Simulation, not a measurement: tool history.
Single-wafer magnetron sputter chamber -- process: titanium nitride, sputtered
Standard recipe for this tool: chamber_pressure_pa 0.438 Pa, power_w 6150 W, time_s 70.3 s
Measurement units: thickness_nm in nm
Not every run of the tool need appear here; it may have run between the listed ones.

run,day,chamber_pressure_pa,power_w,time_s,"read-back reference wafer on the same gauge, thickness_nm",thickness_nm
1,0.000,0.438,6150,70.3,85.385,83.174
2,0.412,0.438,6150,70.3,85.528,82.934
3,1.383,0.438,7300,70.3,85.479,98.305
4,1.696,0.438,7300,70.3,85.792,98.496
5,2.246,0.438,7300,70.3,85.669,97.685
6,2.879,0.438,6150,70.3,85.564,82.644
7,3.162,0.438,6150,70.3,85.620,82.973
8,3.533,0.438,6150,70.3,85.501,82.494
9,4.071,0.438,6150,70.3,85.578,81.837
10,4.408,0.438,6150,70.3,85.555,82.489
11,5.050,0.438,6650,70.3,85.641,88.815
12,5.717,0.438,6150,64.3,85.601,75.320
13,6.117,0.362,6600,77.6,85.714,100.801
14,6.571,0.360,4900,64.9,85.597,62.403
15,6.921,0.438,6150,70.3,85.385,81.887
16,7.462,0.330,6150,70.3,85.613,85.849
17,7.767,0.535,7500,70.3,85.437,95.248
18,8.471,0.438,6150,70.3,85.731,81.286
# day 8.925: sputter target and shields replaced
# day 8.975: magnet pack replaced
19,9.217,0.370,7500,63.1,85.609,94.741
20,9.688,0.438,6150,70.3,85.591,83.871
21,10.042,0.492,6150,70.3,85.591,82.280
22,10.796,0.548,5550,63.6,85.603,65.288
# day 11.217: capacitance manometer re-zeroed and calibrated
23,11.329,0.438,6150,70.3,85.499,84.171
24,11.879,0.438,6150,70.3,85.540,84.137
# day 12.400: gauge calibrated
25,12.417,0.492,5150,57.0,85.408,55.621
26,12.829,0.364,7550,70.3,85.446,106.720
27,13.396,0.438,6150,70.3,85.482,83.497
28,14.092,0.345,4600,57.0,85.536,52.780
29,14.546,0.352,4850,70.3,85.609,68.738
30,15.042,0.594,6150,56.9,85.665,63.125
31,15.583,0.438,7300,70.3,85.526,98.673
32,16.054,0.270,6650,82.3,85.566,113.928
33,16.646,0.438,6150,70.3,85.558,82.643
34,17.283,0.438,6150,70.3,85.475,83.120

What if the next run were any one of these 5? Each begins from the tool's condition after run 34:
A,17.300,0.438,6150,83.6,?,?
B,17.300,0.546,6150,59.6,?,?
C,17.300,0.438,7400,70.3,?,?
D,17.300,0.588,6150,83.7,?,?
E,17.300,0.349,5500,70.3,?,?

run,"read-back reference wafer on the same gauge, thickness_nm",thickness_nm
A,85.688,98.454
B,85.688,66.833
C,85.688,99.619
D,85.688,92.109
E,85.688,77.145
Without the tool's hidden state the same runs would have given:
run,thickness_nm
A,99.519
B,67.555
C,100.695
D,93.104
E,77.979
